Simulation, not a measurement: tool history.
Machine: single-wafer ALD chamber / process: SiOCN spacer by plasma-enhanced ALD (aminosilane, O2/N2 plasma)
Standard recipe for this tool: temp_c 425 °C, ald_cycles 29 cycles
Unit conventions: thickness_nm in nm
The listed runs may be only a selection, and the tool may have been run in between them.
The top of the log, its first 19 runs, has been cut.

run	hour	temp_c	ald_cycles	read-back reference wafer on the same gauge, thickness_nm	thickness_nm
20	934.1	435	27	1.480	1.386
21	994.0	436	24	1.480	1.232
22	1053.3	435	24	1.481	1.233
23	1119.2	421	34	1.480	1.823
24	1175.1	425	29	1.481	1.546
# hour 1192.8: gauge calibrated
25	1227.7	425	24	1.480	1.275
26	1279.3	425	29	1.479	1.541
27	1305.1	414	32	1.481	1.764
28	1374.8	413	25	1.479	1.379
29	1404.1	418	29	1.480	1.574
30	1453.2	438	34	1.481	1.739
31	1492.9	413	29	1.480	1.615
32	1544.8	425	29	1.480	1.556
33	1686.9	437	25	1.480	1.284
34	1725.6	420	32	1.480	1.737

Predict each of these 4 candidate next runs independently; none follows another, all start after run 34:
A	1726.1	425	29	?	?
B	1726.1	417	26	?	?
C	1726.1	417	25	?	?
D	1726.1	416	31	?	?

run	read-back reference wafer on the same gauge, thickness_nm	thickness_nm
A	1.480	1.547
B	1.480	1.422
C	1.480	1.368
D	1.480	1.701
With no hidden state in the tool, these same runs would have given:
run	thickness_nm
A	1.540
B	1.416
C	1.361
D	1.693
